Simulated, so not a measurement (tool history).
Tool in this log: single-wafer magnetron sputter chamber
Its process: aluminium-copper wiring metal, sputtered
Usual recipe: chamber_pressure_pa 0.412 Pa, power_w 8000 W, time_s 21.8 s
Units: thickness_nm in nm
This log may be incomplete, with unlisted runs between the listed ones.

run      day  chamber_pressure_pa  power_w  time_s  wafers since the last listed run  wafers on the sputter target  hours since the last manometer calibration  hours since the magnet pack was replaced  hours since the gauge calibration  read-back reference wafer on the same gauge, thickness_nm  thickness_nm
  1        0                0.348     8700    21.8                                 0                         16115                                       216.9                                    7360.4                                952                                                     359.08       376.704
  2    1.883                0.348     8700    21.8                              1363                         17478                                       262.1                                    7405.6                              997.2                                                    359.283       375.505
         2.8  -- sputter target and shields replaced
  3    3.471                0.412     8000    21.8                               907                           486                                       300.2                                    7443.7                             1035.3                                                    358.874       346.958
  4    6.067                0.412     8000    21.8                              1879                          2365                                       362.5                                      7506                             1097.6                                                    359.427       347.206
  5    8.788                0.412     8000    19.9                              1969                          4334                                       427.8                                    7571.3                             1162.9                                                    358.542       316.056
  6   11.038                0.366     8000    18.3                              1628                          5963                                       481.8                                    7625.3                             1216.9                                                    358.784       298.826
  7   16.862                0.366     8000    18.3                              4216                         10180                                       621.6                                    7765.1                             1356.7                                                     359.08       302.234
  8   19.192                0.366     8000    18.3                              1686                         11866                                       677.5                                      7821                             1412.6                                                    358.566       300.521
      24.558  -- gauge calibrated
  9   25.425                0.412     8000    21.8                              4512                         16379                                       827.1                                    7970.6                               20.8                                                    359.261        352.98
 10   27.996                0.412     8000    21.8                              1861                         18240                                       888.8                                    8032.3                               82.5                                                    359.109       352.642
      29.946  -- sputter target and shields replaced
 11     32.4                0.412     8000    21.8                              2946                          1775                                       994.5                                      8138                              188.2                                                    359.178       353.668
      34.683  -- capacitance manometer re-zeroed and calibrated
 12   35.883                0.412     8000    19.7                              2280                          4055                                        28.8                                    8221.6                              271.8                                                    359.133       311.509
 13   40.354                0.412     8000    19.7                              3236                          7292                                       136.1                                    8328.9                              379.1                                                    358.876       311.477
 14   42.454                0.412     8000    19.7                              1520                          8812                                       186.5                                    8379.3                              429.5                                                    358.919       310.885
 15   44.488                0.412     8000    21.8                              1471                         10284                                       235.3                                    8428.1                              478.3                                                    358.847       346.161
 16   47.833                0.412     8000    21.8                              2422                         12706                                       315.6                                    8508.4                              558.6                                                    359.249       346.657
 17   50.246                0.412     8000    21.8                              1746                         14453                                       373.5                                    8566.3                              616.5                                                    358.918       347.442
 18   53.183                0.296     6950    23.4                              2126                         16579                                         444                                    8636.8                                687                                                    359.132       365.719
      53.904  -- sputter target and shields replaced
 19   56.558                0.412     8900    21.8                              2201                          1921                                         525                                    8717.8                                768                                                    358.544       370.515
 20   59.221                0.412     8000    17.8                              1927                          3849                                       588.9                                    8781.7                              831.9                                                    359.258       284.604
 21   66.833                0.412     6250    18.8                              5510                          9359                                       771.6                                    8964.4                             1014.6                                                      359.3       264.079
      69.775  -- magnet pack replaced
 22   70.229                0.274     9700    21.8                              2217                         11576                                       853.1                                      10.9                             1096.1                                                    358.813       422.779
 23   74.496                0.293     8000    20.3                              3088                         14665                                       955.5                                     113.3                             1198.5                                                    359.162       347.371
      76.196  -- capacitance manometer re-zeroed and calibrated
 24   76.283                0.412     8000    25.3                              1052                         15718                                         2.1                                     156.2                             1241.4                                                    359.138       399.084
      77.979  -- sputter target and shields replaced
 25   78.475                0.519     6800    20.2                              1345                           358                                        54.7                                     208.8                               1294                                                    359.283       275.074
 26   82.375                0.348     8700    21.8                              2823                          3181                                       148.3                                     302.4                             1387.6                                                    358.961       374.487
      85.012  -- gauge calibrated
 27   86.183                0.412     8000    21.8                              2756                          5938                                       239.7                                     393.8                               28.1                                                    358.753        346.44
 28   90.012                0.412     8000    21.8                              2772                          8710                                       331.6                                     485.7                                120                                                    358.764       348.252
 29       92                0.326     8000    17.5                              1438                         10149                                       379.3                                     533.4                              167.7                                                    359.134       289.654
 30   95.371                0.347     8000    23.9                              2440                         12589                                       460.2                                     614.3                              248.6                                                    358.912       393.787
 31   97.921                0.289     8800    18.2                              1845                         14435                                       521.4                                     675.5                              309.8                                                    359.347       327.878
      98.517  -- sputter target and shields replaced
 32  102.417                0.412     8000    25.7                              3013                          2823                                       629.3                                     783.4                              417.7                                                    359.427       411.304
 33  105.312                0.554     8000    21.8                              2096                          4920                                       698.8                                     852.9                              487.2                                                    358.575       326.898
 34  107.879                0.347     8000    23.9                              1858                          6778                                       760.4                                     914.5                              548.8                                                     359.17       397.163

Here are 4 independent what-if runs from the current tool condition. What would each one return?
  A  107.896                0.281     8000    21.8                                12                          6790                                       760.8                                     914.9                              549.2                                                          ?             ?
  B  107.896                0.412     8000    23.5                                12                          6790                                       760.8                                     914.9                              549.2                                                          ?             ?
  C  107.896                0.459     8000    21.8                                12                          6790                                       760.8                                     914.9                              549.2                                                          ?             ?
  D  107.896                0.498     9250    25.9                                12                          6790                                       760.8                                     914.9                              549.2                                                          ?             ?

run  read-back reference wafer on the same gauge, thickness_nm  thickness_nm
  A                                                    359.301       373.969
  B                                                    359.301       378.218
  C                                                    359.301       343.046
  D                                                    359.301       436.282
What these runs would have given with no unlogged condition in the tool:
run  thickness_nm
  A       368.177
  B       369.789
  C       334.598
  D       424.708
